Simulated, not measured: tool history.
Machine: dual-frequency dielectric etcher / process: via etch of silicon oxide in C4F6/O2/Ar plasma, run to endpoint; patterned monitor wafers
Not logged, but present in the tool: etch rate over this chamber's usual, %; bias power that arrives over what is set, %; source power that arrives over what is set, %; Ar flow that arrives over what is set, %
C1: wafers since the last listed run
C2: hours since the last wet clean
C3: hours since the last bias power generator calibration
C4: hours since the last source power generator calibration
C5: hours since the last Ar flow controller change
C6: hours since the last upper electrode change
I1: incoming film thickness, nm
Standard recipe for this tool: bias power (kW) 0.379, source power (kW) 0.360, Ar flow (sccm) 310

run 1 hour=0.0 | bias_power_(kW)=0.379 source_power_(kW)=0.410 Ar_flow_(sccm)=310 | C1=0 C2=325.1 C3=2224.4 C4=2064.6 C5=2583.7 C6=5891.7 | I1=99.9 | endpoint_time_(s)=25.9
run 2 hour=40.5 | bias_power_(kW)=0.379 source_power_(kW)=0.410 Ar_flow_(sccm)=310 | C1=481 C2=365.6 C3=2264.9 C4=2105.1 C5=2624.2 C6=5932.2 | I1=99.1 | endpoint_time_(s)=25.8
run 3 hour=54.3 | bias_power_(kW)=0.379 source_power_(kW)=0.360 Ar_flow_(sccm)=310 | C1=164 C2=379.4 C3=2278.7 C4=2118.9 C5=2638.0 C6=5946.0 | I1=99.6 | endpoint_time_(s)=27.1
run 4 hour=70.8 | bias_power_(kW)=0.379 source_power_(kW)=0.360 Ar_flow_(sccm)=310 | C1=196 C2=395.9 C3=2295.2 C4=2135.4 C5=2654.5 C6=5962.5 | I1=99.4 | endpoint_time_(s)=27.2
-- hour=80.1 bias power generator calibrated
run 5 hour=83.0 | bias_power_(kW)=0.379 source_power_(kW)=0.360 Ar_flow_(sccm)=310 | C1=97 C2=408.1 C3=2.9 C4=2147.6 C5=2666.7 C6=5974.7 | I1=100.2 | endpoint_time_(s)=27.3
-- hour=97.2 Ar flow controller replaced
run 6 hour=97.7 | bias_power_(kW)=0.379 source_power_(kW)=0.360 Ar_flow_(sccm)=310 | C1=103 C2=422.8 C3=17.6 C4=2162.3 C5=0.5 C6=5989.4 | I1=100.3 | endpoint_time_(s)=27.6
run 7 hour=102.2 | bias_power_(kW)=0.379 source_power_(kW)=0.360 Ar_flow_(sccm)=310 | C1=53 C2=427.3 C3=22.1 C4=2166.8 C5=5.0 C6=5993.9 | I1=99.9 | endpoint_time_(s)=27.2
-- hour=134.9 upper electrode replaced
-- hour=138.7 source power generator calibrated
run 8 hour=139.2 | bias_power_(kW)=0.379 source_power_(kW)=0.360 Ar_flow_(sccm)=310 | C1=109 C2=464.3 C3=59.1 C4=0.5 C5=42.0 C6=4.3 | I1=99.5 | endpoint_time_(s)=27.6
run 9 hour=151.6 | bias_power_(kW)=0.452 source_power_(kW)=0.280 Ar_flow_(sccm)=346 | C1=147 C2=476.7 C3=71.5 C4=12.9 C5=54.4 C6=16.7 | I1=100.1 | endpoint_time_(s)=29.0
-- hour=179.1 wet clean of the chamber
run 10 hour=179.6 | bias_power_(kW)=0.409 source_power_(kW)=0.360 Ar_flow_(sccm)=332 | C1=47 C2=0.5 C3=99.5 C4=40.9 C5=82.4 C6=44.7 | I1=99.9 | endpoint_time_(s)=26.0
run 11 hour=179.9 | bias_power_(kW)=0.410 source_power_(kW)=0.360 Ar_flow_(sccm)=349 | C1=3 C2=0.8 C3=99.8 C4=41.2 C5=82.7 C6=45.0 | I1=99.8 | endpoint_time_(s)=26.0
run 12 hour=182.7 | bias_power_(kW)=0.379 source_power_(kW)=0.360 Ar_flow_(sccm)=310 | C1=33 C2=3.6 C3=102.6 C4=44.0 C5=85.5 C6=47.8 | I1=99.4 | endpoint_time_(s)=26.2
run 13 hour=195.2 | bias_power_(kW)=0.379 source_power_(kW)=0.360 Ar_flow_(sccm)=275 | C1=148 C2=16.1 C3=115.1 C4=56.5 C5=98.0 C6=60.3 | I1=100.8 | endpoint_time_(s)=26.3
run 14 hour=206.8 | bias_power_(kW)=0.379 source_power_(kW)=0.360 Ar_flow_(sccm)=310 | C1=138 C2=27.7 C3=126.7 C4=68.1 C5=109.6 C6=71.9 | I1=99.4 | endpoint_time_(s)=26.2
run 15 hour=234.0 | bias_power_(kW)=0.299 source_power_(kW)=0.390 Ar_flow_(sccm)=279 | C1=323 C2=54.9 C3=153.9 C4=95.3 C5=136.8 C6=99.1 | I1=100.2 | endpoint_time_(s)=27.1

How would selected steps in endpoint time (s) from run to run divide? Give the signed amount a tool lacking its hidden state would still show from settings, what came in and random variation, and the signed amount left for the hidden state, including any gauge scatter that is not in both of the compared results.
Run 9 -> 10: bias power (kW) 0.452 -> 0.409, source power (kW) 0.280 -> 0.360, Ar flow (sccm) 346 -> 332, wet clean of the chamber. endpoint time (s) -3.0: hidden state -1.1, all else -1.9.
